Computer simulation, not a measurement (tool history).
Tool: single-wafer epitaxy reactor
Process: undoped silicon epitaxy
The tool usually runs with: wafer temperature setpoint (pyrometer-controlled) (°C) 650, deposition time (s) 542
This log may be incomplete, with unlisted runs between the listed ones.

run    hour  wafer temperature setpoint (pyrometer-controlled) (°C)  deposition time (s)  wafers since the last listed run  hours since the last pyrometer calibration  hours since the gauge calibration  read-back reference wafer on the same gauge, thickness_nm  mean film thickness on the monitor wafer (nm)
  1       0                                                     650                  542                                 0                                      1057.2                              651.2                                                     82.216                                         97.117
  2    56.6                                                     650                  542                               144                                      1113.8                              707.8                                                     82.256                                         97.104
  3    83.2                                                     650                  542                                67                                      1140.4                              734.4                                                     82.204                                         96.934
  4   107.5                                                     650                  542                                61                                      1164.7                              758.7                                                     82.193                                         97.424
  5   163.2                                                     660                  542                               142                                      1220.4                              814.4                                                     82.214                                        120.478
  6   231.5                                                     660                  542                               174                                      1288.7                              882.7                                                     82.228                                        119.684
  7   261.6                                                     650                  542                                76                                      1318.8                              912.8                                                     82.156                                         97.253
  8   317.3                                                     650                  542                               142                                      1374.5                              968.5                                                     82.225                                         97.518
  9   359.4                                                     650                  542                               107                                      1416.6                             1010.6                                                     82.151                                         97.251
 10   409.1                                                     640                  542                               126                                      1466.3                             1060.3                                                     82.209                                         78.364
 11   449.1                                                     641                  542                               102                                      1506.3                             1100.3                                                     82.228                                         80.063
 12   513.3                                                     657                  587                               163                                      1570.5                             1164.5                                                     82.198                                        122.053
 13   545.5                                                     657                  587                                82                                      1602.7                             1196.7                                                     82.189                                         122.47
 14   591.5                                                     650                  542                               117                                      1648.7                             1242.7                                                     82.192                                         97.638
 15   631.8                                                     650                  463                               102                                        1689                               1283                                                     82.221                                         83.722
 16   663.1                                                     650                  542                                79                                      1720.3                             1314.3                                                     82.253                                         97.497
      700.2  -- gauge calibrated
 17   713.2                                                     650                  542                               127                                      1770.4                                 13                                                     82.209                                         97.399
 18   772.2                                                     650                  471                               150                                      1829.4                                 72                                                     82.229                                         84.808
 19   819.8                                                     650                  614                               121                                        1877                              119.6                                                     82.196                                        111.275
      846.6  -- pyrometer calibrated
 20     859                                                     660                  542                                79                                        12.4                              158.8                                                     82.211                                        115.564
 21     900                                                     659                  465                               104                                        53.4                              199.8                                                     82.178                                         97.688
 22   926.7                                                     650                  579                                68                                        80.1                              226.5                                                     82.148                                        100.434
 23   978.9                                                     650                  542                               133                                       132.3                              278.7                                                     82.216                                         94.405
 24  1036.2                                                     658                  611                               146                                       189.6                                336                                                     82.233                                        126.521
 25  1095.8                                                     658                  610                               152                                       249.2                              395.6                                                     82.199                                        126.272
 26  1147.7                                                     646                  599                               132                                       301.1                              447.5                                                     82.225                                         96.141
 27  1217.5                                                     650                  542                               178                                       370.9                              517.3                                                     82.245                                         94.827
 28  1257.9                                                     638                  454                               103                                       411.3                              557.7                                                     82.218                                         61.546

Predict each of these 3 candidate next runs independently; none follows another, all start after run 28:
  A  1258.5                                                     650                  542                                 1                                       411.9                              558.3                                                          ?                                              ?
  B  1258.5                                                     661                  600                                 1                                       411.9                              558.3                                                          ?                                              ?
  C  1258.5                                                     642                  458                                 1                                       411.9                              558.3                                                          ?                                              ?

run  read-back reference wafer on the same gauge, thickness_nm  mean film thickness on the monitor wafer (nm)
  A                                                      82.25                                         95.558
  B                                                      82.25                                        133.758
  C                                                      82.25                                         67.841
With no hidden state in the tool, these same runs would have given:
run  mean film thickness on the monitor wafer (nm)
  A                                         93.223
  B                                        130.565
  C                                         66.155
